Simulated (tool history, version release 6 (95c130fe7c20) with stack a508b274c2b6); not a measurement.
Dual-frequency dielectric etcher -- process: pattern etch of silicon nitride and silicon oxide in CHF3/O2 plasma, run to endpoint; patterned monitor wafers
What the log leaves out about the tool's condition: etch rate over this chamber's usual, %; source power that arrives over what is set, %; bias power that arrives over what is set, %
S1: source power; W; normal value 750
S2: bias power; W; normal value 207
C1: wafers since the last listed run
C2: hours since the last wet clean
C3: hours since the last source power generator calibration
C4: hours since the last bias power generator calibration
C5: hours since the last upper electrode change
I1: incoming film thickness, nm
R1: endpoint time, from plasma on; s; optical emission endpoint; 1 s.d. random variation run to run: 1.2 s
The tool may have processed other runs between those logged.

| run | hour | S1 | S2 | C1 | C2 | C3 | C4 | C5 | I1 | R1 |
|---|---|---|---|---|---|---|---|---|---|---|
| 1 | 0 | 750 | 207 | 0 | 407.1 | 4520.3 | 3098.3 | 1695.9 | 262 | 137.5 |
| 2 | 78.6 | 750 | 207 | 493 | 485.7 | 4598.9 | 3176.9 | 1774.5 | 262.1 | 138.1 |
|  | 148.7 | wet clean of the chamber |
| 3 | 251.9 | 750 | 207 | 937 | 103.2 | 4772.2 | 3350.2 | 1947.8 | 261.9 | 140 |
| 4 | 343.1 | 750 | 195 | 572 | 194.4 | 4863.4 | 3441.4 | 2039 | 262.5 | 143.2 |
| 5 | 428.1 | 750 | 195 | 533 | 279.4 | 4948.4 | 3526.4 | 2124 | 261.9 | 140 |
| 6 | 477.1 | 750 | 207 | 307 | 328.4 | 4997.4 | 3575.4 | 2173 | 259.7 | 137.6 |
|  | 499.9 | bias power generator calibrated |
|  | 522.2 | source power generator calibrated |
| 7 | 530.5 | 750 | 207 | 285 | 381.8 | 8.3 | 30.6 | 2226.4 | 261.4 | 138.1 |
| 8 | 567.1 | 750 | 207 | 229 | 418.4 | 44.9 | 67.2 | 2263 | 261.7 | 138.3 |
| 9 | 608.1 | 750 | 207 | 257 | 459.4 | 85.9 | 108.2 | 2304 | 263.3 | 134.1 |
| 10 | 668.6 | 570 | 180 | 379 | 519.9 | 146.4 | 168.7 | 2364.5 | 262.8 | 162.8 |
|  | 726.4 | wet clean of the chamber |
| 11 | 760.7 | 820 | 255 | 427 | 34.3 | 238.5 | 260.8 | 2456.6 | 264.1 | 126.1 |
| 12 | 842.2 | 580 | 187 | 511 | 115.8 | 320 | 342.3 | 2538.1 | 261.8 | 164 |
| 13 | 890.1 | 750 | 207 | 300 | 163.7 | 367.9 | 390.2 | 2586 | 263.9 | 143.1 |
|  | 946 | upper electrode replaced |
| 14 | 946.5 | 910 | 207 | 203 | 220.1 | 424.3 | 446.6 | 0.5 | 260.9 | 127.7 |
| 15 | 1024.3 | 850 | 207 | 488 | 297.9 | 502.1 | 524.4 | 78.3 | 262.2 | 132.3 |
| 16 | 1080.4 | 910 | 207 | 352 | 354 | 558.2 | 580.5 | 134.4 | 262.6 | 130.1 |
| 17 | 1126.4 | 750 | 207 | 288 | 400 | 604.2 | 626.5 | 180.4 | 259.1 | 136 |
| 18 | 1211 | 850 | 220 | 531 | 484.6 | 688.8 | 711.1 | 265 | 264 | 128.3 |

Pick out some run-to-run changes in R1. Of each, how much would a tool without hidden state show as well, from the settings, what came in and chance, and how much is left for the hidden state and any gauge scatter not in both results compared?
Run 10 -> 11: S1 570 -> 820, S2 180 -> 255, wet clean of the chamber. R1 -36.7 s: hidden state +9, all else -45.7.
Run 11 -> 12: S1 820 -> 580, S2 255 -> 187. R1 +37.9 s: hidden state -1.3, all else +39.2.
